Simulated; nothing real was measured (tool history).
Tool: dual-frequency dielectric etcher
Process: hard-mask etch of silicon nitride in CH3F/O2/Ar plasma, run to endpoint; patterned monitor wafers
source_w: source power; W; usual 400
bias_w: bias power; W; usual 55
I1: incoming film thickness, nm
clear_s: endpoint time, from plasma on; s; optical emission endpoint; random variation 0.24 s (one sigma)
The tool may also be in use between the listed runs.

{"run": 1, "hour": 0.0, "source_w": 320, "bias_w": 55, "I1": 49.26, "clear_s": 92.7}
{"run": 2, "hour": 17.3, "source_w": 320, "bias_w": 55, "I1": 49.78, "clear_s": 94.1}
{"hour": 51.5, "done": "wet clean of the chamber"}
{"run": 3, "hour": 52.0, "source_w": 320, "bias_w": 55, "I1": 49.48, "clear_s": 89.2}
{"run": 4, "hour": 52.3, "source_w": 400, "bias_w": 55, "I1": 48.6, "clear_s": 78.2}
{"run": 5, "hour": 52.6, "source_w": 400, "bias_w": 55, "I1": 49.41, "clear_s": 79.8}
{"hour": 56.7, "done": "source power generator calibrated"}
{"run": 6, "hour": 65.7, "source_w": 430, "bias_w": 55, "I1": 49.12, "clear_s": 76.7}
{"run": 7, "hour": 71.7, "source_w": 400, "bias_w": 55, "I1": 48.9, "clear_s": 79.2}
{"hour": 102.9, "done": "upper electrode replaced"}
{"run": 8, "hour": 103.4, "source_w": 400, "bias_w": 55, "I1": 49.08, "clear_s": 79.1}
{"run": 9, "hour": 109.0, "source_w": 350, "bias_w": 42, "I1": 48.89, "clear_s": 93.5}
{"hour": 114.9, "done": "bias power generator calibrated"}
{"run": 10, "hour": 121.5, "source_w": 480, "bias_w": 44, "I1": 48.96, "clear_s": 79.1}
{"run": 11, "hour": 134.3, "source_w": 330, "bias_w": 68, "I1": 49.11, "clear_s": 80.5}
{"run": 12, "hour": 143.8, "source_w": 340, "bias_w": 43, "I1": 49.66, "clear_s": 96.2}
{"run": 13, "hour": 156.4, "source_w": 400, "bias_w": 55, "I1": 48.99, "clear_s": 79.8}
{"run": 14, "hour": 168.7, "source_w": 460, "bias_w": 64, "I1": 49.06, "clear_s": 70.7}

What the log doesn't show, run by run:
source power that arrives over what is set, %: 0 in every run
bias power that arrives over what is set, %: 0 in every run
H1: etch rate over this chamber's usual, %
run=1 H1=-4.01
run=2 H1=-4.13
run=3 H1=0.338
run=4 H1=0.336
run=5 H1=0.334
run=6 H1=0.24
run=7 H1=0.197
run=8 H1=-0.0314
run=9 H1=-0.0717
run=10 H1=-0.162
run=11 H1=-0.254
run=12 H1=-0.322
run=13 H1=-0.413
run=14 H1=-0.501
